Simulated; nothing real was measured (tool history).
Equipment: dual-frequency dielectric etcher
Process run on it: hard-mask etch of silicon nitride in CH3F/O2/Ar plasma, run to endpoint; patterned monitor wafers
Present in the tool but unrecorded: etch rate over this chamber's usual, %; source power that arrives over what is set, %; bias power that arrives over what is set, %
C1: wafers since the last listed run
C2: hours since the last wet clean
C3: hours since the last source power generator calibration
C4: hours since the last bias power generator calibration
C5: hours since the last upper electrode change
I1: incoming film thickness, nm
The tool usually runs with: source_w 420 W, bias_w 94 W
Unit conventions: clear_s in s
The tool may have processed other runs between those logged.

{"run": 1, "hour": 0.0, "source_w": 490, "bias_w": 94, "C1": 0, "C2": 466.6, "C3": 4944.0, "C4": 2675.3, "C5": 2657.4, "I1": 32.17, "clear_s": 38.3}
{"hour": 65.0, "done": "wet clean of the chamber"}
{"run": 2, "hour": 65.5, "source_w": 490, "bias_w": 94, "C1": 420, "C2": 0.5, "C3": 5009.5, "C4": 2740.8, "C5": 2722.9, "I1": 32.28, "clear_s": 37.7}
{"run": 3, "hour": 144.9, "source_w": 490, "bias_w": 94, "C1": 803, "C2": 79.9, "C3": 5088.9, "C4": 2820.2, "C5": 2802.3, "I1": 32.91, "clear_s": 38.4}
{"run": 4, "hour": 206.6, "source_w": 460, "bias_w": 79, "C1": 624, "C2": 141.6, "C3": 5150.6, "C4": 2881.9, "C5": 2864.0, "I1": 32.6, "clear_s": 41.3}
{"run": 5, "hour": 243.4, "source_w": 420, "bias_w": 81, "C1": 372, "C2": 178.4, "C3": 5187.4, "C4": 2918.7, "C5": 2900.8, "I1": 32.76, "clear_s": 42.0}
{"run": 6, "hour": 314.9, "source_w": 420, "bias_w": 94, "C1": 723, "C2": 249.9, "C3": 5258.9, "C4": 2990.2, "C5": 2972.3, "I1": 32.28, "clear_s": 40.3}
{"run": 7, "hour": 390.7, "source_w": 420, "bias_w": 94, "C1": 767, "C2": 325.7, "C3": 5334.7, "C4": 3066.0, "C5": 3048.1, "I1": 32.41, "clear_s": 40.9}
{"run": 8, "hour": 446.5, "source_w": 420, "bias_w": 94, "C1": 564, "C2": 381.5, "C3": 5390.5, "C4": 3121.8, "C5": 3103.9, "I1": 32.23, "clear_s": 40.1}
{"hour": 556.2, "done": "upper electrode replaced"}
{"hour": 560.0, "done": "source power generator calibrated"}
{"run": 9, "hour": 560.5, "source_w": 460, "bias_w": 84, "C1": 872, "C2": 495.5, "C3": 0.5, "C4": 3235.8, "C5": 4.3, "I1": 32.21, "clear_s": 40.4}
{"run": 10, "hour": 638.6, "source_w": 460, "bias_w": 84, "C1": 790, "C2": 573.6, "C3": 78.6, "C4": 3313.9, "C5": 82.4, "I1": 32.33, "clear_s": 41.2}
{"hour": 688.3, "done": "wet clean of the chamber"}
{"run": 11, "hour": 712.3, "source_w": 380, "bias_w": 81, "C1": 503, "C2": 24.0, "C3": 152.3, "C4": 3387.6, "C5": 156.1, "I1": 32.49, "clear_s": 42.8}
{"run": 12, "hour": 814.2, "source_w": 420, "bias_w": 94, "C1": 1031, "C2": 125.9, "C3": 254.2, "C4": 3489.5, "C5": 258.0, "I1": 32.67, "clear_s": 39.7}
{"run": 13, "hour": 912.2, "source_w": 380, "bias_w": 107, "C1": 991, "C2": 223.9, "C3": 352.2, "C4": 3587.5, "C5": 356.0, "I1": 32.21, "clear_s": 39.7}
{"run": 14, "hour": 1019.1, "source_w": 420, "bias_w": 94, "C1": 1082, "C2": 330.8, "C3": 459.1, "C4": 3694.4, "C5": 462.9, "I1": 32.2, "clear_s": 40.3}
{"hour": 1075.3, "done": "bias power generator calibrated"}
{"run": 15, "hour": 1113.9, "source_w": 390, "bias_w": 75, "C1": 919, "C2": 425.6, "C3": 553.9, "C4": 38.6, "C5": 557.7, "I1": 32.38, "clear_s": 44.6}
{"run": 16, "hour": 1155.4, "source_w": 380, "bias_w": 103, "C1": 420, "C2": 467.1, "C3": 595.4, "C4": 80.1, "C5": 599.2, "I1": 32.33, "clear_s": 40.8}
{"run": 17, "hour": 1206.6, "source_w": 340, "bias_w": 77, "C1": 518, "C2": 518.3, "C3": 646.6, "C4": 131.3, "C5": 650.4, "I1": 32.56, "clear_s": 46.7}
{"run": 18, "hour": 1251.6, "source_w": 470, "bias_w": 107, "C1": 455, "C2": 563.3, "C3": 691.6, "C4": 176.3, "C5": 695.4, "I1": 32.01, "clear_s": 37.2}
{"hour": 1291.2, "done": "wet clean of the chamber"}
{"run": 19, "hour": 1333.9, "source_w": 370, "bias_w": 82, "C1": 590, "C2": 42.7, "C3": 773.9, "C4": 258.6, "C5": 777.7, "I1": 32.18, "clear_s": 42.2}
{"run": 20, "hour": 1415.3, "source_w": 460, "bias_w": 76, "C1": 823, "C2": 124.1, "C3": 855.3, "C4": 340.0, "C5": 859.1, "I1": 32.35, "clear_s": 41.7}

Forecast each of these 3 alternatives for the next run:
{"run": "A", "hour": 1415.7, "source_w": 420, "bias_w": 78, "C1": 4, "C2": 124.5, "C3": 855.7, "C4": 340.4, "C5": 859.5, "I1": 32.42, "clear_s": "?"}
{"run": "B", "hour": 1415.7, "source_w": 420, "bias_w": 73, "C1": 4, "C2": 124.5, "C3": 855.7, "C4": 340.4, "C5": 859.5, "I1": 32.42, "clear_s": "?"}
{"run": "C", "hour": 1415.7, "source_w": 420, "bias_w": 77, "C1": 4, "C2": 124.5, "C3": 855.7, "C4": 340.4, "C5": 859.5, "I1": 32.42, "clear_s": "?"}

run=A clear_s=41.7
run=B clear_s=42.6
run=C clear_s=41.9
With no hidden state in the tool, these same runs would have given:
run=A clear_s=41.6
run=B clear_s=42.4
run=C clear_s=41.7

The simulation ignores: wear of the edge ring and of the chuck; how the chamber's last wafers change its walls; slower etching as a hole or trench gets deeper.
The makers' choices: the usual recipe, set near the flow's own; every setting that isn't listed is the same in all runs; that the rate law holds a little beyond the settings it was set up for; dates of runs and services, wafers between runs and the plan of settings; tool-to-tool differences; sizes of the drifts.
